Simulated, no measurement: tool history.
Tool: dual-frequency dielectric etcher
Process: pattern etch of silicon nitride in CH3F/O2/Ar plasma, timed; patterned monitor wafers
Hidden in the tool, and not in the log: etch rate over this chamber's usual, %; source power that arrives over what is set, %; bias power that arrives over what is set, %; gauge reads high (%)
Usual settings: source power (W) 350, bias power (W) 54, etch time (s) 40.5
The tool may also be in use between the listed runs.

run	hour	source power (W)	bias power (W)	etch time (s)	wafers since the last listed run	hours since the last wet clean	hours since the last source power generator calibration	hours since the last bias power generator calibration	hours since the last upper electrode change	hours since the gauge calibration	read-back reference wafer on the same gauge, depth_nm	mean etch depth across the wafer (nm)
1	0.0	350	54	40.5	0	104.7	3741.4	2129.7	4329.4	2066.0	23.76	25.45
2	64.8	380	54	40.5	683	169.5	3806.2	2194.5	4394.2	2130.8	23.72	26.48
3	343.6	380	54	40.5	2942	448.3	4085.0	2473.3	4673.0	2409.6	23.71	27.19
# hour 424.0: gauge calibrated
4	446.5	370	54	40.5	1086	551.2	4187.9	2576.2	4775.9	22.5	23.71	27.32
# hour 471.9: wet clean of the chamber
# hour 516.6: source power generator calibrated
5	551.4	370	54	40.5	811	79.5	34.8	2681.1	4880.8	127.4	23.66	25.93
6	617.1	350	54	47.5	693	145.2	100.5	2746.8	4946.5	193.1	23.75	30.30
7	717.3	350	54	47.5	1057	245.4	200.7	2847.0	5046.7	293.3	23.70	30.64
8	771.2	350	59	40.5	568	299.3	254.6	2900.9	5100.6	347.2	23.74	27.18
9	918.9	310	54	47.5	1559	447.0	402.3	3048.6	5248.3	494.9	23.66	29.97
10	970.7	350	54	29.5	546	498.8	454.1	3100.4	5300.1	546.7	23.70	19.32
# hour 992.9: bias power generator calibrated
11	1024.9	350	50	37.0	529	553.0	508.3	32.0	5354.3	600.9	23.63	23.75
# hour 1049.1: wet clean of the chamber
# hour 1063.0: upper electrode replaced
12	1099.7	350	66	40.5	389	50.6	583.1	106.8	36.7	675.7	23.62	28.26
13	1191.5	440	62	40.5	968	142.4	674.9	198.6	128.5	767.5	23.72	29.46
14	1289.2	380	47	50.0	1031	240.1	772.6	296.3	226.2	865.2	23.69	31.48
15	1332.3	410	67	34.5	454	283.2	815.7	339.4	269.3	908.3	23.66	25.26
16	1415.4	350	49	40.5	877	366.3	898.8	422.5	352.4	991.4	23.70	25.38
17	1451.9	350	54	47.5	385	402.8	935.3	459.0	388.9	1027.9	23.69	30.91
18	1499.6	350	54	40.5	503	450.5	983.0	506.7	436.6	1075.6	23.65	26.63
19	1574.2	350	54	40.5	787	525.1	1057.6	581.3	511.2	1150.2	23.71	27.12
20	1634.0	350	54	40.5	631	584.9	1117.4	641.1	571.0	1210.0	23.70	27.21
21	1697.0	350	54	40.5	664	647.9	1180.4	704.1	634.0	1273.0	23.71	27.06
# hour 1758.2: wet clean of the chamber
22	1758.7	350	54	40.5	397	0.5	1242.1	765.8	695.7	1334.7	23.74	25.89
23	1793.0	350	61	35.0	362	34.8	1276.4	800.1	730.0	1369.0	23.70	23.31
24	1896.6	410	54	52.0	1093	138.4	1380.0	903.7	833.6	1472.6	23.71	35.14
25	2003.6	350	60	44.5	1129	245.4	1487.0	1010.7	940.6	1579.6	23.68	29.38
# hour 2321.2: wet clean of the chamber
26	2321.7	430	47	32.0	3104	0.5	1805.1	1328.8	1258.7	1897.7	23.73	20.89
27	2390.9	350	54	40.5	730	69.7	1874.3	1398.0	1327.9	1966.9	23.71	26.03
# hour 2433.9: gauge calibrated
28	2436.2	310	42	44.0	478	115.0	1919.6	1443.3	1373.2	2.3	23.71	25.14

Forecast each of these 5 alternatives for the next run:
A	2436.6	350	54	40.5	4	115.4	1920.0	1443.7	1373.6	2.7	?	?
B	2436.6	320	60	40.5	4	115.4	1920.0	1443.7	1373.6	2.7	?	?
C	2436.6	390	54	31.0	4	115.4	1920.0	1443.7	1373.6	2.7	?	?
D	2436.6	310	54	40.5	4	115.4	1920.0	1443.7	1373.6	2.7	?	?
E	2436.6	410	68	44.0	4	115.4	1920.0	1443.7	1373.6	2.7	?	?

run	read-back reference wafer on the same gauge, depth_nm	mean etch depth across the wafer (nm)
A	23.74	26.00
B	23.74	26.24
C	23.74	20.60
D	23.74	25.04
E	23.74	32.22
Without the tool's hidden state the same runs would have given:
run	mean etch depth across the wafer (nm)
A	25.55
B	25.79
C	20.24
D	24.60
E	31.66
